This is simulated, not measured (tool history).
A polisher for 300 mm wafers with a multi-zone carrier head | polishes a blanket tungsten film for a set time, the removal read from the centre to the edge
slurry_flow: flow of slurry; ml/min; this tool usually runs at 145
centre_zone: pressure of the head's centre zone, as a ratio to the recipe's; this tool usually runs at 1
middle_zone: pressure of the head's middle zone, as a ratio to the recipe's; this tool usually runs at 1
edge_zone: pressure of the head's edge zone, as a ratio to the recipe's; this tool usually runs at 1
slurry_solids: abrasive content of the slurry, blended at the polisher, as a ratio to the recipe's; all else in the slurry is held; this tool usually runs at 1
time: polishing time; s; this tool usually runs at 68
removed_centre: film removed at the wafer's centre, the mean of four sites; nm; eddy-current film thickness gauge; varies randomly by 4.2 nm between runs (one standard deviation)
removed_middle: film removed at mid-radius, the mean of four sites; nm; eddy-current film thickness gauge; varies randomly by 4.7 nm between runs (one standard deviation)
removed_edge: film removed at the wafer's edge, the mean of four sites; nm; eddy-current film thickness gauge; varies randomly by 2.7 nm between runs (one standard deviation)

| run | hour | slurry_flow | centre_zone | middle_zone | edge_zone | slurry_solids | time | incoming thickness of the incoming film, nm | removed_centre | removed_middle | removed_edge |
|---|---|---|---|---|---|---|---|---|---|---|---|
| 1 | 0 | 145 | 1 | 1 | 1 | 1 | 68 | 1387.1 | 326.3 | 311.3 | 321.4 |
| 2 | 37.1 | 145 | 1 | 1 | 1 | 1 | 68 | 1402.2 | 331.7 | 312.9 | 314.8 |
|  | 62.1 | worn pad replaced by a new one |
| 3 | 98.3 | 145 | 1 | 0.92 | 1 | 1 | 68 | 1381.1 | 343.1 | 317.9 | 334.8 |
| 4 | 158.2 | 145 | 1 | 1 | 1 | 1.25 | 68 | 1426.9 | 363.8 | 357.3 | 353.5 |
| 5 | 201.4 | 145 | 1 | 1 | 1 | 1 | 62 | 1384.6 | 304.8 | 298.4 | 292.4 |
|  | 256.1 | edge zone pressure recalibrated |
| 6 | 272.9 | 145 | 1 | 1 | 1 | 1 | 62 | 1425.6 | 300.6 | 281.2 | 288.7 |
|  | 285.8 | slurry nozzle cleaned |
|  | 289.8 | worn pad replaced by a new one |
|  | 304.3 | centre zone pressure recalibrated |
| 7 | 307.5 | 145 | 1 | 1 | 1 | 1 | 62 | 1403.5 | 293.7 | 302.8 | 306.3 |
| 8 | 349.1 | 145 | 1 | 1 | 0.91 | 1 | 60 | 1405.2 | 286.5 | 288.6 | 280 |
| 9 | 405.1 | 145 | 1 | 1 | 0.91 | 1 | 60 | 1399.2 | 284.8 | 283.4 | 273.7 |
| 10 | 441.7 | 145 | 1 | 1 | 1 | 0.75 | 68 | 1392.6 | 277.3 | 278.5 | 289.7 |
|  | 459.5 | carrier head's membrane replaced by a new one |
| 11 | 488.9 | 145 | 1 | 1 | 1 | 1.25 | 50 | 1401.4 | 245.4 | 252.8 | 256.2 |
|  | 515.3 | worn pad replaced by a new one |
| 12 | 550.1 | 95 | 1 | 1 | 1.1 | 0.7 | 61 | 1376.6 | 214.5 | 226.5 | 242.5 |
|  | 556.1 | slurry nozzle cleaned |
| 13 | 588.3 | 145 | 1 | 1 | 0.91 | 1 | 60 | 1395 | 277.1 | 292.9 | 274.9 |
| 14 | 626.2 | 145 | 1 | 0.89 | 1 | 1 | 68 | 1384.7 | 320.8 | 297.7 | 322.8 |
| 15 | 692.5 | 145 | 1 | 1 | 1 | 1 | 68 | 1419.8 | 312.5 | 317.2 | 313.9 |
| 16 | 745.9 | 165 | 1.07 | 1 | 0.9 | 1 | 85 | 1420.6 | 410.7 | 399.9 | 379 |
|  | 780.6 | worn pad replaced by a new one |
| 17 | 811.2 | 145 | 1.04 | 1 | 1 | 1 | 59 | 1396 | 291.4 | 286.8 | 289.6 |
|  | 850 | slurry nozzle cleaned |
| 18 | 969.3 | 145 | 1 | 1.05 | 1 | 1 | 68 | 1377.3 | 316.3 | 330.9 | 318.5 |
|  | 1002.6 | worn pad replaced by a new one |
| 19 | 1038.5 | 145 | 1 | 0.93 | 0.91 | 0.85 | 68 | 1399.5 | 317.8 | 294.3 | 303.7 |
| 20 | 1093.6 | 145 | 1 | 1 | 1.08 | 1 | 68 | 1387.7 | 333.5 | 339 | 343 |

Forecast each of these 5 alternatives for the next run:
| A | 1094 | 145 | 1 | 1 | 1 | 1.15 | 68 | 1405.8 | ? | ? | ? |
| B | 1094 | 145 | 0.93 | 1 | 1 | 1.1 | 68 | 1405.8 | ? | ? | ? |
| C | 1094 | 145 | 1.08 | 1 | 1 | 1 | 56 | 1405.8 | ? | ? | ? |
| D | 1094 | 115 | 0.88 | 0.89 | 1 | 1 | 68 | 1405.8 | ? | ? | ? |
| E | 1094 | 145 | 0.97 | 1.04 | 1.09 | 1.25 | 68 | 1405.8 | ? | ? | ? |

| run | removed_centre | removed_middle | removed_edge |
|---|---|---|---|
| A | 344.3 | 354.5 | 349.4 |
| B | 326 | 349 | 343.9 |
| C | 281.4 | 277.5 | 273.5 |
| D | 286.3 | 288.8 | 319.6 |
| E | 348.7 | 377.2 | 375 |
With no hidden state in the tool, these same runs would have given:
| run | removed_centre | removed_middle | removed_edge |
|---|---|---|---|
| A | 342.7 | 363.8 | 358.5 |
| B | 324.4 | 358.1 | 352.8 |
| C | 280.1 | 284.8 | 280.7 |
| D | 285 | 296.4 | 327.9 |
| E | 347.1 | 387.1 | 384.8 |

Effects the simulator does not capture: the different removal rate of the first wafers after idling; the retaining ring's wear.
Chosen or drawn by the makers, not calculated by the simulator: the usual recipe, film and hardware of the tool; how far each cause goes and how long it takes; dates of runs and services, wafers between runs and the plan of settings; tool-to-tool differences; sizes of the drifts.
